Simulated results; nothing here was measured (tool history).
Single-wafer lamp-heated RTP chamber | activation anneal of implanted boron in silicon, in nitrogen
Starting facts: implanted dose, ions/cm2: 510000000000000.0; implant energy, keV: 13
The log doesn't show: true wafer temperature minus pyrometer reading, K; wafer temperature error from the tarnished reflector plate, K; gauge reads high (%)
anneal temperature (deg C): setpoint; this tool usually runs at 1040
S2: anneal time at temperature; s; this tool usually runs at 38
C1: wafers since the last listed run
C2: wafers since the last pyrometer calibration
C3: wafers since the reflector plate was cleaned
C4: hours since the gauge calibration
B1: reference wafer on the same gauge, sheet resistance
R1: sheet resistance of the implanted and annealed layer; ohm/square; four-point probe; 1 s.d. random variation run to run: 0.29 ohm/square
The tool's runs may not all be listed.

run 1 hour=0 | anneal_temperature_(deg_C)=1040 S2=27 | C1=0 C2=2978 C3=5137 C4=489.7 | B1=215.05 | R1=196.44
run 2 hour=20 | anneal_temperature_(deg_C)=1040 S2=27 | C1=222 C2=3201 C3=5360 C4=509.7 | B1=215.02 | R1=196.64
run 3 hour=35.1 | anneal_temperature_(deg_C)=1040 S2=27 | C1=167 C2=3368 C3=5527 C4=524.8 | B1=214.96 | R1=197.03
run 4 hour=65.8 | anneal_temperature_(deg_C)=1040 S2=38 | C1=341 C2=3710 C3=5869 C4=555.5 | B1=214.99 | R1=195.28
run 5 hour=78.6 | anneal_temperature_(deg_C)=1040 S2=48 | C1=142 C2=3852 C3=6011 C4=568.3 | B1=214.95 | R1=195.28
run 6 hour=113.6 | anneal_temperature_(deg_C)=1040 S2=48 | C1=388 C2=4241 C3=6400 C4=603.3 | B1=214.93 | R1=194.95
run 7 hour=146.3 | anneal_temperature_(deg_C)=1040 S2=38 | C1=363 C2=4604 C3=6763 C4=636 | B1=215.05 | R1=195.22
run 8 hour=175.7 | anneal_temperature_(deg_C)=1040 S2=38 | C1=326 C2=4931 C3=7090 C4=665.4 | B1=214.99 | R1=195.32
run 9 hour=206.3 | anneal_temperature_(deg_C)=1040 S2=38 | C1=340 C2=5271 C3=7430 C4=696 | B1=214.94 | R1=195.14
-- hour=234.5 gauge calibrated
-- hour=236 pyrometer window cleaned and pyrometer calibrated
run 10 hour=237.6 | anneal_temperature_(deg_C)=1040 S2=38 | C1=258 C2=17 C3=7689 C4=3.1 | B1=214.91 | R1=196.45
run 11 hour=263.5 | anneal_temperature_(deg_C)=1016 S2=38 | C1=287 C2=305 C3=7977 C4=29 | B1=215.05 | R1=198.14
run 12 hour=279.6 | anneal_temperature_(deg_C)=1040 S2=38 | C1=178 C2=484 C3=8156 C4=45.1 | B1=214.99 | R1=196.92
run 13 hour=302.8 | anneal_temperature_(deg_C)=1040 S2=38 | C1=257 C2=742 C3=8414 C4=68.3 | B1=215.01 | R1=196.32
run 14 hour=320.6 | anneal_temperature_(deg_C)=1067 S2=56 | C1=197 C2=940 C3=8611 C4=86.1 | B1=214.84 | R1=192.21
-- hour=386.2 reflector plate cleaned
run 15 hour=418.1 | anneal_temperature_(deg_C)=1040 S2=18 | C1=994 C2=1934 C3=354 C4=183.6 | B1=214.91 | R1=198.39
run 16 hour=437.8 | anneal_temperature_(deg_C)=1031 S2=38 | C1=218 C2=2153 C3=573 C4=203.3 | B1=214.98 | R1=197.19
run 17 hour=461.9 | anneal_temperature_(deg_C)=1040 S2=23 | C1=267 C2=2421 C3=841 C4=227.4 | B1=215.01 | R1=197.58
run 18 hour=549.1 | anneal_temperature_(deg_C)=1040 S2=38 | C1=969 C2=3390 C3=1810 C4=314.6 | B1=214.98 | R1=195.4
run 19 hour=584.5 | anneal_temperature_(deg_C)=1040 S2=38 | C1=393 C2=3784 C3=2203 C4=350 | B1=215.03 | R1=195.74
run 20 hour=603.6 | anneal_temperature_(deg_C)=1054 S2=20 | C1=212 C2=3996 C3=2415 C4=369.1 | B1=215.16 | R1=196.73
run 21 hour=635.2 | anneal_temperature_(deg_C)=1068 S2=28 | C1=351 C2=4347 C3=2767 C4=400.7 | B1=215.02 | R1=194.29

What if the next run were any one of these 3? Each begins from the tool's condition after run 21:
run A hour=635.6 | anneal_temperature_(deg_C)=1040 S2=38 | C1=4 C2=4351 C3=2771 C4=401.1 | B1=? | R1=?
run B hour=635.6 | anneal_temperature_(deg_C)=1010 S2=38 | C1=4 C2=4351 C3=2771 C4=401.1 | B1=? | R1=?
run C hour=635.6 | anneal_temperature_(deg_C)=1018 S2=38 | C1=4 C2=4351 C3=2771 C4=401.1 | B1=? | R1=?

run=A B1=215.01 R1=195.99
run=B B1=215.01 R1=198.32
run=C B1=215.01 R1=197.66
Had the tool no hidden state, the same runs would have come out as:
run=A R1=196.7
run=B R1=199.26
run=C R1=198.43
